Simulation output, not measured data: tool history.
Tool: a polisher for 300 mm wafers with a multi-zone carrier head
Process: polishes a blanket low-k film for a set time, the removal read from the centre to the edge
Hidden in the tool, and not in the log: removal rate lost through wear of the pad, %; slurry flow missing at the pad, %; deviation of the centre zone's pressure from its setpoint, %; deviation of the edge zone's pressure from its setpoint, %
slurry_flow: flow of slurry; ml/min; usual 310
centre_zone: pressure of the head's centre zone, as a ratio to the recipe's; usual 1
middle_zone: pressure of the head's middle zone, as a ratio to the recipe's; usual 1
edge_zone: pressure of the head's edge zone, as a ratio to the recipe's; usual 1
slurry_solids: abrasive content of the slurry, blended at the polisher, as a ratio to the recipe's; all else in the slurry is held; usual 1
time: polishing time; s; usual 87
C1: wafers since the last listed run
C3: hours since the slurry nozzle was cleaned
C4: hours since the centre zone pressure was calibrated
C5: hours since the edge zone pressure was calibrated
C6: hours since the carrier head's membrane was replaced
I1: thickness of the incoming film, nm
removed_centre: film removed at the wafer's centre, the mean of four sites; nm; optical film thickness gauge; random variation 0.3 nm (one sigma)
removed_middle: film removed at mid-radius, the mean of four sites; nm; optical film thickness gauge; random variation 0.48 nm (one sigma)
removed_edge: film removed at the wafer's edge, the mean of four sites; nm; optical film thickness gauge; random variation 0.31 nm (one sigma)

run 1 hour=0 | slurry_flow=310 centre_zone=1 middle_zone=1 edge_zone=1 slurry_solids=1 time=87 | C1=0 wafers_polished_on_this_pad=1281 C3=432.7 C4=503.6 C5=280.7 C6=1044.7 | I1=563.1 | removed_centre=46.5 removed_middle=47.1 removed_edge=46.8
-- hour=4.7 worn pad replaced by a new one
run 2 hour=23.7 | slurry_flow=310 centre_zone=1 middle_zone=1 edge_zone=1 slurry_solids=1 time=87 | C1=240 wafers_polished_on_this_pad=231 C3=456.4 C4=527.3 C5=304.4 C6=1068.4 | I1=577.9 | removed_centre=46.7 removed_middle=48 removed_edge=46.6
run 3 hour=49.2 | slurry_flow=310 centre_zone=1.08 middle_zone=1 edge_zone=1 slurry_solids=1 time=87 | C1=310 wafers_polished_on_this_pad=542 C3=481.9 C4=552.8 C5=329.9 C6=1093.9 | I1=566.7 | removed_centre=49.9 removed_middle=46.5 removed_edge=46.4
run 4 hour=75.7 | slurry_flow=310 centre_zone=1.08 middle_zone=1 edge_zone=1 slurry_solids=1 time=87 | C1=322 wafers_polished_on_this_pad=864 C3=508.4 C4=579.3 C5=356.4 C6=1120.4 | I1=574.7 | removed_centre=50.1 removed_middle=46.8 removed_edge=46.3
run 5 hour=90.1 | slurry_flow=310 centre_zone=1 middle_zone=0.95 edge_zone=1 slurry_solids=1 time=87 | C1=175 wafers_polished_on_this_pad=1040 C3=522.8 C4=593.7 C5=370.8 C6=1134.8 | I1=564 | removed_centre=46.6 removed_middle=45.1 removed_edge=46.6
-- hour=99.8 worn pad replaced by a new one
run 6 hour=121 | slurry_flow=310 centre_zone=1 middle_zone=0.95 edge_zone=1 slurry_solids=1 time=87 | C1=327 wafers_polished_on_this_pad=258 C3=553.7 C4=624.6 C5=401.7 C6=1165.7 | I1=575.3 | removed_centre=45.7 removed_middle=45.3 removed_edge=46
run 7 hour=153.5 | slurry_flow=310 centre_zone=1 middle_zone=0.95 edge_zone=1 slurry_solids=1 time=87 | C1=396 wafers_polished_on_this_pad=654 C3=586.2 C4=657.1 C5=434.2 C6=1198.2 | I1=563.6 | removed_centre=45.3 removed_middle=45 removed_edge=46
-- hour=161 edge zone pressure recalibrated
run 8 hour=187.8 | slurry_flow=310 centre_zone=1 middle_zone=0.94 edge_zone=1 slurry_solids=1 time=79 | C1=393 wafers_polished_on_this_pad=1047 C3=620.5 C4=691.4 C5=26.8 C6=1232.5 | I1=576.3 | removed_centre=41.6 removed_middle=39.9 removed_edge=41.5
-- hour=192.7 slurry nozzle cleaned
-- hour=214.4 worn pad replaced by a new one
run 9 hour=223.2 | slurry_flow=310 centre_zone=1 middle_zone=1 edge_zone=1 slurry_solids=1 time=87 | C1=370 wafers_polished_on_this_pad=106 C3=30.5 C4=726.8 C5=62.2 C6=1267.9 | I1=575.2 | removed_centre=47.7 removed_middle=48.5 removed_edge=46.9
-- hour=229.2 centre zone pressure recalibrated
run 10 hour=241.7 | slurry_flow=310 centre_zone=1 middle_zone=1 edge_zone=1 slurry_solids=1 time=87 | C1=201 wafers_polished_on_this_pad=307 C3=49 C4=12.5 C5=80.7 C6=1286.4 | I1=574.4 | removed_centre=47.8 removed_middle=48 removed_edge=47.2
run 11 hour=261.2 | slurry_flow=240 centre_zone=1 middle_zone=1.05 edge_zone=0.89 slurry_solids=1 time=70 | C1=237 wafers_polished_on_this_pad=545 C3=68.5 C4=32 C5=100.2 C6=1305.9 | I1=573.4 | removed_centre=37.5 removed_middle=39.5 removed_edge=36
run 12 hour=283.6 | slurry_flow=310 centre_zone=1 middle_zone=1 edge_zone=1.09 slurry_solids=1 time=63 | C1=272 wafers_polished_on_this_pad=818 C3=90.9 C4=54.4 C5=122.6 C6=1328.3 | I1=576.6 | removed_centre=34.5 removed_middle=34.4 removed_edge=35.4
run 13 hour=306.2 | slurry_flow=310 centre_zone=1 middle_zone=1.08 edge_zone=1 slurry_solids=1 time=96 | C1=275 wafers_polished_on_this_pad=1093 C3=113.5 C4=77 C5=145.2 C6=1350.9 | I1=565.9 | removed_centre=52.3 removed_middle=55.8 removed_edge=51.9
-- hour=317.2 worn pad replaced by a new one
run 14 hour=323.6 | slurry_flow=310 centre_zone=0.93 middle_zone=1.08 edge_zone=1 slurry_solids=1 time=87 | C1=163 wafers_polished_on_this_pad=77 C3=130.9 C4=94.4 C5=162.6 C6=1368.3 | I1=563.8 | removed_centre=44.1 removed_middle=49.9 removed_edge=46.9
run 15 hour=344.4 | slurry_flow=270 centre_zone=1 middle_zone=0.92 edge_zone=1 slurry_solids=1 time=87 | C1=253 wafers_polished_on_this_pad=331 C3=151.7 C4=115.2 C5=183.4 C6=1389.1 | I1=568.7 | removed_centre=47.6 removed_middle=46.1 removed_edge=46.8
run 16 hour=363.9 | slurry_flow=310 centre_zone=1 middle_zone=0.94 edge_zone=1 slurry_solids=1 time=79 | C1=237 wafers_polished_on_this_pad=568 C3=171.2 C4=134.7 C5=202.9 C6=1408.6 | I1=568.6 | removed_centre=43.1 removed_middle=42.3 removed_edge=42.7
run 17 hour=388.3 | slurry_flow=310 centre_zone=1 middle_zone=1 edge_zone=1 slurry_solids=1.1 time=114 | C1=297 wafers_polished_on_this_pad=866 C3=195.6 C4=159.1 C5=227.3 C6=1433 | I1=564.6 | removed_centre=64.1 removed_middle=66.4 removed_edge=64
-- hour=401.7 carrier head's membrane replaced by a new one
run 18 hour=414.3 | slurry_flow=310 centre_zone=1 middle_zone=1 edge_zone=1 slurry_solids=1 time=87 | C1=255 wafers_polished_on_this_pad=1122 C3=221.6 C4=185.1 C5=253.3 C6=12.6 | I1=559 | removed_centre=47.1 removed_middle=47.2 removed_edge=47.1
-- hour=424.2 worn pad replaced by a new one
run 19 hour=439 | slurry_flow=310 centre_zone=1 middle_zone=1 edge_zone=1 slurry_solids=1 time=69 | C1=252 wafers_polished_on_this_pad=180 C3=246.3 C4=209.8 C5=278 C6=37.3 | I1=574.6 | removed_centre=37.7 removed_middle=38 removed_edge=37.6
run 20 hour=517.9 | slurry_flow=310 centre_zone=1 middle_zone=0.89 edge_zone=1 slurry_solids=1 time=87 | C1=961 wafers_polished_on_this_pad=1141 C3=325.2 C4=288.7 C5=356.9 C6=116.2 | I1=569.2 | removed_centre=47.3 removed_middle=44.8 removed_edge=46.8

Forecast each of these 3 alternatives for the next run:
run A hour=518.4 | slurry_flow=245 centre_zone=1 middle_zone=1 edge_zone=1 slurry_solids=1 time=87 | C1=6 wafers_polished_on_this_pad=1147 C3=325.7 C4=289.2 C5=357.4 C6=116.7 | I1=571.7 | removed_centre=? removed_middle=? removed_edge=?
run B hour=518.4 | slurry_flow=270 centre_zone=1 middle_zone=1 edge_zone=1 slurry_solids=1 time=87 | C1=6 wafers_polished_on_this_pad=1147 C3=325.7 C4=289.2 C5=357.4 C6=116.7 | I1=571.7 | removed_centre=? removed_middle=? removed_edge=?
run C hour=518.4 | slurry_flow=310 centre_zone=1.08 middle_zone=0.89 edge_zone=1.11 slurry_solids=1 time=87 | C1=6 wafers_polished_on_this_pad=1147 C3=325.7 C4=289.2 C5=357.4 C6=116.7 | I1=571.7 | removed_centre=? removed_middle=? removed_edge=?

run=A removed_centre=46.3 removed_middle=46.2 removed_edge=46.3
run=B removed_centre=46.7 removed_middle=46.6 removed_edge=46.5
run=C removed_centre=51.1 removed_middle=44.1 removed_edge=48.8
Without the tool's hidden state the same runs would have given:
run=A removed_centre=46.9 removed_middle=46.8 removed_edge=46.7
run=B removed_centre=47.3 removed_middle=47.1 removed_edge=46.9
run=C removed_centre=51.7 removed_middle=44.5 removed_edge=49.1
